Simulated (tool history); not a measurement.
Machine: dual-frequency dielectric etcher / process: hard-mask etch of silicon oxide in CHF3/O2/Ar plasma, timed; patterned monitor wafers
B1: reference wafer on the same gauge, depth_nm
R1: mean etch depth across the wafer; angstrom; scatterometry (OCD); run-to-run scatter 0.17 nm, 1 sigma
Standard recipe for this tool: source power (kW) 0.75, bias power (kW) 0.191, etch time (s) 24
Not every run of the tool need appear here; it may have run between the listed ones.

run 1 hour=0 | source_power_(kW)=0.75 bias_power_(kW)=0.191 etch_time_(s)=24 | B1=64.1 | R1=545
run 2 hour=15.9 | source_power_(kW)=0.75 bias_power_(kW)=0.191 etch_time_(s)=24 | B1=64.1 | R1=541
run 3 hour=48.5 | source_power_(kW)=0.75 bias_power_(kW)=0.206 etch_time_(s)=24 | B1=64.1 | R1=567
run 4 hour=82.7 | source_power_(kW)=0.75 bias_power_(kW)=0.206 etch_time_(s)=24 | B1=64.1 | R1=569
run 5 hour=99.4 | source_power_(kW)=0.75 bias_power_(kW)=0.206 etch_time_(s)=24 | B1=64.1 | R1=568
run 6 hour=117 | source_power_(kW)=0.88 bias_power_(kW)=0.191 etch_time_(s)=24 | B1=64.1 | R1=578
run 7 hour=146.8 | source_power_(kW)=0.88 bias_power_(kW)=0.191 etch_time_(s)=24 | B1=64.1 | R1=581
run 8 hour=172.8 | source_power_(kW)=0.88 bias_power_(kW)=0.191 etch_time_(s)=24 | B1=64.1 | R1=580
run 9 hour=186.6 | source_power_(kW)=0.75 bias_power_(kW)=0.191 etch_time_(s)=26 | B1=64.1 | R1=592
-- hour=222.1 wet clean of the chamber
run 10 hour=222.6 | source_power_(kW)=0.89 bias_power_(kW)=0.191 etch_time_(s)=24 | B1=64.1 | R1=569
run 11 hour=230.1 | source_power_(kW)=0.89 bias_power_(kW)=0.191 etch_time_(s)=24 | B1=64.1 | R1=570
run 12 hour=252.6 | source_power_(kW)=0.75 bias_power_(kW)=0.191 etch_time_(s)=24 | B1=64.1 | R1=537
run 13 hour=276.9 | source_power_(kW)=0.75 bias_power_(kW)=0.191 etch_time_(s)=24 | B1=64.1 | R1=537
run 14 hour=294.5 | source_power_(kW)=0.88 bias_power_(kW)=0.209 etch_time_(s)=20 | B1=64.1 | R1=498
-- hour=324.6 upper electrode replaced
run 15 hour=325.1 | source_power_(kW)=0.75 bias_power_(kW)=0.191 etch_time_(s)=24 | B1=64.1 | R1=538
run 16 hour=371.7 | source_power_(kW)=0.87 bias_power_(kW)=0.172 etch_time_(s)=24 | B1=64.1 | R1=538
run 17 hour=395.7 | source_power_(kW)=0.62 bias_power_(kW)=0.221 etch_time_(s)=24 | B1=64.1 | R1=547
run 18 hour=429.5 | source_power_(kW)=0.64 bias_power_(kW)=0.21 etch_time_(s)=30.5 | B1=64.1 | R1=683
run 19 hour=446 | source_power_(kW)=0.69 bias_power_(kW)=0.227 etch_time_(s)=21 | B1=64.1 | R1=501
run 20 hour=475.7 | source_power_(kW)=0.8 bias_power_(kW)=0.191 etch_time_(s)=24 | B1=64.1 | R1=553
-- hour=480.7 gauge calibrated
-- hour=482.7 source power generator calibrated
-- hour=515.8 bias power generator calibrated
run 21 hour=519.4 | source_power_(kW)=0.75 bias_power_(kW)=0.191 etch_time_(s)=24 | B1=64.1 | R1=543
run 22 hour=540.9 | source_power_(kW)=0.66 bias_power_(kW)=0.191 etch_time_(s)=26.5 | B1=64.1 | R1=572
run 23 hour=572.2 | source_power_(kW)=0.82 bias_power_(kW)=0.191 etch_time_(s)=24 | B1=64.1 | R1=563
run 24 hour=598.7 | source_power_(kW)=0.75 bias_power_(kW)=0.191 etch_time_(s)=24 | B1=64.1 | R1=546
run 25 hour=623.5 | source_power_(kW)=0.85 bias_power_(kW)=0.173 etch_time_(s)=24 | B1=64.1 | R1=544
run 26 hour=656.9 | source_power_(kW)=0.93 bias_power_(kW)=0.191 etch_time_(s)=24 | B1=64.1 | R1=592
run 27 hour=681 | source_power_(kW)=0.85 bias_power_(kW)=0.191 etch_time_(s)=24 | B1=64.1 | R1=571
run 28 hour=716.4 | source_power_(kW)=0.75 bias_power_(kW)=0.156 etch_time_(s)=21.5 | B1=64.1 | R1=438
run 29 hour=730 | source_power_(kW)=0.58 bias_power_(kW)=0.21 etch_time_(s)=24 | B1=64.1 | R1=523
-- hour=759.8 wet clean of the chamber
run 30 hour=760.3 | source_power_(kW)=0.63 bias_power_(kW)=0.191 etch_time_(s)=24 | B1=64.1 | R1=504
run 31 hour=770.2 | source_power_(kW)=0.75 bias_power_(kW)=0.191 etch_time_(s)=24 | B1=64.1 | R1=539

Exercise: give the hidden state of the tool at every run:
source power that arrives over what is set, %: 0 across all the runs
bias power that arrives over what is set, %: 0 across all the runs
gauge reads high (%): 0 across all the runs
H1: etch rate over this chamber's usual, %
run=1 H1=1.22
run=2 H1=1.28
run=3 H1=1.42
run=4 H1=1.56
run=5 H1=1.63
run=6 H1=1.7
run=7 H1=1.82
run=8 H1=1.93
run=9 H1=1.99
run=10 H1=-0.108
run=11 H1=-0.0772
run=12 H1=0.0155
run=13 H1=0.116
run=14 H1=0.188
run=15 H1=0.314
run=16 H1=0.506
run=17 H1=0.605
run=18 H1=0.744
run=19 H1=0.812
run=20 H1=0.934
run=21 H1=1.11
run=22 H1=1.2
run=23 H1=1.33
run=24 H1=1.44
run=25 H1=1.54
run=26 H1=1.68
run=27 H1=1.78
run=28 H1=1.93
run=29 H1=1.98
run=30 H1=0.142
run=31 H1=0.183

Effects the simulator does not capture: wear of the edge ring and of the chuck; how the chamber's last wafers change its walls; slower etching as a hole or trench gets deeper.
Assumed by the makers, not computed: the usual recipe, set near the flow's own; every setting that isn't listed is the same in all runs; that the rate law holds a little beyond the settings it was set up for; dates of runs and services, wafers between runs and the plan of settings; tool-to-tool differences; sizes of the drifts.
